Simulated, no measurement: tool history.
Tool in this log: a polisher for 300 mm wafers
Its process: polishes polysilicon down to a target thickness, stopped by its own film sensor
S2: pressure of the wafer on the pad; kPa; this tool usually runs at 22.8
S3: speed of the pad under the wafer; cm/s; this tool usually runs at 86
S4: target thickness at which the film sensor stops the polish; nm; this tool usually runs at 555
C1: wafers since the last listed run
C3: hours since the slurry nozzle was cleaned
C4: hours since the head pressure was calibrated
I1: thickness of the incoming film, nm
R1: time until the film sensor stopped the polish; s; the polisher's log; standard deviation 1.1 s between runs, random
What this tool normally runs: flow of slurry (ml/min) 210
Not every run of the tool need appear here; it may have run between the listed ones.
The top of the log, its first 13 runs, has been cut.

At hour 801.6: worn pad replaced by a new one.
Run 14, hour 835.1: usual settings; C1 751; wafers polished on this pad 401; C3 420.9; C4 244.0; I1 1371.2. Result: R1 105.8 s.
Run 15, hour 863.2: usual settings but S2 28.3 kPa; C1 337; wafers polished on this pad 738; C3 449.0; C4 272.1; I1 1347.4. Result: R1 89.5 s.
Run 16, hour 919.8: usual settings but S4 345 nm; C1 679; wafers polished on this pad 1417; C3 505.6; C4 328.7; I1 1339.2. Result: R1 130.7 s.
Run 17, hour 954.3: usual settings; C1 413; wafers polished on this pad 1831; C3 540.1; C4 363.2; I1 1354.9. Result: R1 103.3 s.
At hour 963.1: slurry nozzle cleaned.
Run 18, hour 994.4: usual settings; C1 469; wafers polished on this pad 2300; C3 31.3; C4 403.3; I1 1326.9. Result: R1 100.1 s.
Run 19, hour 1046.9: usual settings; C1 629; wafers polished on this pad 2930; C3 83.8; C4 455.8; I1 1342.5. Result: R1 105.2 s.
Run 20, hour 1117.7: usual settings but S3 98 cm/s, S4 364 nm; C1 849; wafers polished on this pad 3779; C3 154.6; C4 526.6; I1 1354.1. Result: R1 114.2 s.
Run 21, hour 1177.3: usual settings; C1 715; wafers polished on this pad 4494; C3 214.2; C4 586.2; I1 1338.9. Result: R1 103.4 s.
At hour 1190.6: worn pad replaced by a new one.
Run 22, hour 1202.9: usual settings but flow of slurry (ml/min) 140; C1 259; wafers polished on this pad 147; C3 239.8; C4 611.8; I1 1339.7. Result: R1 107.2 s.
Run 23, hour 1265.9: usual settings but S4 825 nm; C1 755; wafers polished on this pad 903; C3 302.8; C4 674.8; I1 1350.8. Result: R1 68.5 s.
Run 24, hour 1300.1: usual settings; C1 410; wafers polished on this pad 1313; C3 337.0; C4 709.0; I1 1342.6. Result: R1 101.7 s.
Run 25, hour 1345.0: usual settings but S2 15.9 kPa, S3 96 cm/s; C1 538; wafers polished on this pad 1852; C3 381.9; C4 753.9; I1 1326.1. Result: R1 116.0 s.
Run 26, hour 1416.1: usual settings but flow of slurry (ml/min) 275, S2 15.9 kPa, S3 106 cm/s; C1 852; wafers polished on this pad 2705; C3 453.0; C4 825.0; I1 1353.3. Result: R1 105.9 s.
At hour 1444.1: slurry nozzle cleaned.
Run 27, hour 1474.8: usual settings but flow of slurry (ml/min) 255, S2 29.0 kPa, S3 68 cm/s; C1 692; wafers polished on this pad 3397; C3 30.7; C4 883.7; I1 1364.9. Result: R1 108.1 s.
At hour 1520.0: worn pad replaced by a new one.
Run 28, hour 1521.2: usual settings but flow of slurry (ml/min) 175, S2 30.3 kPa, S3 114 cm/s, S4 338 nm; C1 508; wafers polished on this pad 14; C3 77.1; C4 930.1; I1 1331.1. Result: R1 78.5 s.
Run 29, hour 1587.0: usual settings but flow of slurry (ml/min) 140, S2 25.5 kPa; C1 789; wafers polished on this pad 803; C3 142.9; C4 995.9; I1 1326.6. Result: R1 97.0 s.
Run 30, hour 1656.0: usual settings but flow of slurry (ml/min) 275, S2 27.6 kPa, S3 64 cm/s, S4 697 nm; C1 827; wafers polished on this pad 1631; C3 211.9; C4 1064.9; I1 1359.5. Result: R1 99.0 s.
Run 31, hour 1702.5: usual settings but flow of slurry (ml/min) 255; C1 557; wafers polished on this pad 2189; C3 258.4; C4 1111.4; I1 1327.7. Result: R1 97.9 s.

Below are 3 alternative next runs, each starting from the tool's condition after run 31. Predict each:
Run A, hour 1702.9: usual settings but flow of slurry (ml/min) 170; C1 4; wafers polished on this pad 2194; C3 258.8; C4 1111.8; I1 1337.1. Result: R1 ?.
Run B, hour 1702.9: usual settings but S2 27.6 kPa, S3 76 cm/s; C1 4; wafers polished on this pad 2194; C3 258.8; C4 1111.8; I1 1337.1. Result: R1 ?.
Run C, hour 1702.9: usual settings but S2 26.2 kPa; C1 4; wafers polished on this pad 2194; C3 258.8; C4 1111.8; I1 1337.1. Result: R1 ?.

run     R1
  A  104.6
  B  100.2
  C   92.1
What these runs would have given with no unlogged condition in the tool:
run     R1
  A  104.6
  B  100.2
  C   92.1
